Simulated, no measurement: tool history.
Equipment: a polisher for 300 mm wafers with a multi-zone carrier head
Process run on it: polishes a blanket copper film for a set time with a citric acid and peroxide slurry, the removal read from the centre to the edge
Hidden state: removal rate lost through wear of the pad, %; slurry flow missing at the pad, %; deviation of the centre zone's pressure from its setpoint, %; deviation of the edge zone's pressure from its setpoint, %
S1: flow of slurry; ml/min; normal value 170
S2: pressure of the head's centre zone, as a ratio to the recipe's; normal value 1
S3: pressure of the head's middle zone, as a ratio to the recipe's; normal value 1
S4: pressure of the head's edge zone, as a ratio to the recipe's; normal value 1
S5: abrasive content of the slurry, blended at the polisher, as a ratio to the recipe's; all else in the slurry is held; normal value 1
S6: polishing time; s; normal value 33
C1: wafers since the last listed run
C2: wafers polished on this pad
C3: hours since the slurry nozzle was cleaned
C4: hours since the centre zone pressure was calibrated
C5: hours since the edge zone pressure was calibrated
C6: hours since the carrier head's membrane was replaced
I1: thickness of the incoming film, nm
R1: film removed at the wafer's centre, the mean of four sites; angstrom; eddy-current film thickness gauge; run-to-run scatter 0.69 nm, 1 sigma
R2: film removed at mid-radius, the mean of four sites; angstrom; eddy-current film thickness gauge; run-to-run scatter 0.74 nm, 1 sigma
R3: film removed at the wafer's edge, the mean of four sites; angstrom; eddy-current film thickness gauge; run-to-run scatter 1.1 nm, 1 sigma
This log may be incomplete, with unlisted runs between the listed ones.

{"run": 1, "day": 0.0, "S1": 170, "S2": 1, "S3": 1, "S4": 1.07, "S5": 1, "S6": 33, "C1": 0, "C2": 423, "C3": 140.4, "C4": 1377.1, "C5": 1075, "C6": 734.3, "I1": 628.2, "R1": 734, "R2": 750, "R3": 770}
{"run": 2, "day": 0.567, "S1": 170, "S2": 1, "S3": 1, "S4": 1, "S5": 1, "S6": 33, "C1": 190, "C2": 613, "C3": 154, "C4": 1390.7, "C5": 1088.6, "C6": 747.9, "I1": 621.5, "R1": 746, "R2": 750, "R3": 749}
{"day": 1.029, "done": "worn pad replaced by a new one"}
{"run": 3, "day": 1.05, "S1": 170, "S2": 0.91, "S3": 1, "S4": 1, "S5": 1, "S6": 33, "C1": 106, "C2": 6, "C3": 165.6, "C4": 1402.3, "C5": 1100.2, "C6": 759.5, "I1": 623.9, "R1": 667, "R2": 749, "R3": 741}
{"day": 1.542, "done": "centre zone pressure recalibrated"}
{"run": 4, "day": 1.762, "S1": 170, "S2": 1, "S3": 1, "S4": 1, "S5": 1, "S6": 33, "C1": 211, "C2": 217, "C3": 182.7, "C4": 5.3, "C5": 1117.3, "C6": 776.6, "I1": 625.2, "R1": 726, "R2": 734, "R3": 724}
{"run": 5, "day": 2.092, "S1": 170, "S2": 1, "S3": 1, "S4": 1, "S5": 1, "S6": 33, "C1": 110, "C2": 328, "C3": 190.6, "C4": 13.2, "C5": 1125.2, "C6": 784.5, "I1": 622.9, "R1": 713, "R2": 740, "R3": 736}
{"run": 6, "day": 2.721, "S1": 170, "S2": 1, "S3": 1, "S4": 1, "S5": 1, "S6": 33, "C1": 211, "C2": 539, "C3": 205.7, "C4": 28.3, "C5": 1140.3, "C6": 799.6, "I1": 622.4, "R1": 712, "R2": 719, "R3": 720}
{"day": 3.4, "done": "worn pad replaced by a new one"}
{"day": 3.45, "done": "edge zone pressure recalibrated"}
{"run": 7, "day": 3.471, "S1": 170, "S2": 1, "S3": 1, "S4": 1, "S5": 1, "S6": 33, "C1": 178, "C2": 6, "C3": 223.7, "C4": 46.3, "C5": 0.5, "C6": 817.6, "I1": 615.6, "R1": 705, "R2": 709, "R3": 727}
{"day": 3.517, "done": "slurry nozzle cleaned"}
{"run": 8, "day": 3.721, "S1": 170, "S2": 1, "S3": 1, "S4": 1, "S5": 1, "S6": 33, "C1": 69, "C2": 76, "C3": 4.9, "C4": 52.3, "C5": 6.5, "C6": 823.6, "I1": 613.4, "R1": 768, "R2": 779, "R3": 775}
{"run": 9, "day": 4.05, "S1": 170, "S2": 1, "S3": 1, "S4": 1, "S5": 1.2, "S6": 38, "C1": 110, "C2": 187, "C3": 12.8, "C4": 60.2, "C5": 14.4, "C6": 831.5, "I1": 623.6, "R1": 908, "R2": 930, "R3": 898}
{"run": 10, "day": 4.454, "S1": 170, "S2": 1.04, "S3": 0.89, "S4": 0.97, "S5": 1, "S6": 23, "C1": 135, "C2": 322, "C3": 22.5, "C4": 69.9, "C5": 24.1, "C6": 841.2, "I1": 611, "R1": 565, "R2": 492, "R3": 536}
{"run": 11, "day": 4.929, "S1": 115, "S2": 1, "S3": 0.94, "S4": 1, "S5": 0.85, "S6": 33, "C1": 159, "C2": 482, "C3": 33.9, "C4": 81.3, "C5": 35.5, "C6": 852.6, "I1": 605.7, "R1": 678, "R2": 641, "R3": 695}
{"run": 12, "day": 5.488, "S1": 170, "S2": 1, "S3": 1.08, "S4": 0.93, "S5": 1.25, "S6": 38, "C1": 187, "C2": 669, "C3": 47.3, "C4": 94.7, "C5": 48.9, "C6": 866, "I1": 630.1, "R1": 913, "R2": 981, "R3": 878}
{"run": 13, "day": 6.142, "S1": 170, "S2": 1, "S3": 1, "S4": 1.08, "S5": 1, "S6": 33, "C1": 219, "C2": 888, "C3": 63, "C4": 110.4, "C5": 64.6, "C6": 881.7, "I1": 614.2, "R1": 749, "R2": 768, "R3": 814}
{"day": 6.396, "done": "worn pad replaced by a new one"}
{"run": 14, "day": 6.488, "S1": 170, "S2": 0.89, "S3": 0.89, "S4": 1, "S5": 1, "S6": 33, "C1": 60, "C2": 31, "C3": 71.3, "C4": 118.7, "C5": 72.9, "C6": 890, "I1": 619, "R1": 667, "R2": 689, "R3": 761}
{"day": 7.167, "done": "carrier head's membrane replaced by a new one"}
{"run": 15, "day": 7.188, "S1": 195, "S2": 1, "S3": 1.09, "S4": 0.95, "S5": 1, "S6": 33, "C1": 164, "C2": 196, "C3": 88.1, "C4": 135.5, "C5": 89.7, "C6": 0.5, "I1": 613.1, "R1": 772, "R2": 836, "R3": 763}
{"run": 16, "day": 7.504, "S1": 170, "S2": 0.89, "S3": 0.89, "S4": 1, "S5": 1, "S6": 33, "C1": 106, "C2": 302, "C3": 95.7, "C4": 143.1, "C5": 97.3, "C6": 8.1, "I1": 618.9, "R1": 664, "R2": 693, "R3": 732}
{"run": 17, "day": 8.221, "S1": 170, "S2": 1, "S3": 0.95, "S4": 1, "S5": 1.25, "S6": 33, "C1": 240, "C2": 542, "C3": 112.9, "C4": 160.3, "C5": 114.5, "C6": 25.3, "I1": 621.5, "R1": 760, "R2": 745, "R3": 766}
{"run": 18, "day": 8.779, "S1": 170, "S2": 1.1, "S3": 1.08, "S4": 1, "S5": 1, "S6": 33, "C1": 187, "C2": 729, "C3": 126.3, "C4": 173.7, "C5": 127.9, "C6": 38.7, "I1": 615.5, "R1": 815, "R2": 787, "R3": 748}
{"day": 9.354, "done": "worn pad replaced by a new one"}
{"run": 19, "day": 9.412, "S1": 170, "S2": 1, "S3": 1, "S4": 1.07, "S5": 1, "S6": 33, "C1": 156, "C2": 19, "C3": 141.5, "C4": 188.9, "C5": 143.1, "C6": 53.9, "I1": 626.6, "R1": 730, "R2": 735, "R3": 766}
{"run": 20, "day": 10.017, "S1": 170, "S2": 1, "S3": 1, "S4": 1, "S5": 1, "S6": 33, "C1": 202, "C2": 221, "C3": 156, "C4": 203.4, "C5": 157.6, "C6": 68.4, "I1": 616.5, "R1": 724, "R2": 728, "R3": 728}
{"run": 21, "day": 10.483, "S1": 170, "S2": 0.89, "S3": 1, "S4": 1, "S5": 1, "S6": 33, "C1": 156, "C2": 378, "C3": 167.2, "C4": 214.6, "C5": 168.8, "C6": 79.6, "I1": 608.3, "R1": 632, "R2": 734, "R3": 729}
{"run": 22, "day": 10.779, "S1": 110, "S2": 0.88, "S3": 1, "S4": 0.9, "S5": 1, "S6": 33, "C1": 99, "C2": 477, "C3": 174.3, "C4": 221.7, "C5": 175.9, "C6": 86.7, "I1": 619.4, "R1": 533, "R2": 624, "R3": 641}

Hidden state at the last listed run before each entry between runs and at the first one after, where it differs:
Runs 2 to 3: worn pad replaced by a new one (day 1.029)
  slurry flow missing at the pad, %: 21.9 -> 23.4
  measured result minus the result with no hidden state, R1: -47 -> -46 angstrom; R2: -41 -> -45 angstrom; R3: -30 -> -32 angstrom
Runs 3 to 4: centre zone pressure recalibrated (day 1.542)
  slurry flow missing at the pad, %: 23.4 -> 25.8
  measured result minus the result with no hidden state, R1: -46 -> -57 angstrom; R2: -45 -> -51 angstrom; R3: -32 -> -35 angstrom
Runs 6 to 7: worn pad replaced by a new one (day 3.4); edge zone pressure recalibrated (day 3.45)
  slurry flow missing at the pad, %: 28.9 -> 31.4
  measured result minus the result with no hidden state, R1: -66 -> -75 angstrom; R2: -58 -> -66 angstrom; R3: -42 -> -47 angstrom
Runs 7 to 8: slurry nozzle cleaned (day 3.517)
  slurry flow missing at the pad, %: 31.4 -> 4.17
  measured result minus the result with no hidden state, R1: -75 -> -8 angstrom; R2: -66 -> -7 angstrom; R3: -47 -> -5 angstrom
Runs 13 to 14: worn pad replaced by a new one (day 6.396)
  slurry flow missing at the pad, %: 12.1 -> 13.3
  measured result minus the result with no hidden state, R1: -23 -> -22 angstrom; R2: -20 -> -20 angstrom; R3: -15 -> -16 angstrom
Runs 14 to 15: carrier head's membrane replaced by a new one (day 7.167)
  slurry flow missing at the pad, %: 13.3 -> 15.6
  measured result minus the result with no hidden state, R1: -22 -> -26 angstrom; R2: -20 -> -25 angstrom; R3: -16 -> -17 angstrom
Runs 18 to 19: worn pad replaced by a new one (day 9.354)
  slurry flow missing at the pad, %: 20.8 -> 22.9
  measured result minus the result with no hidden state, R1: -48 -> -49 angstrom; R2: -40 -> -43 angstrom; R3: -28 -> -32 angstrom
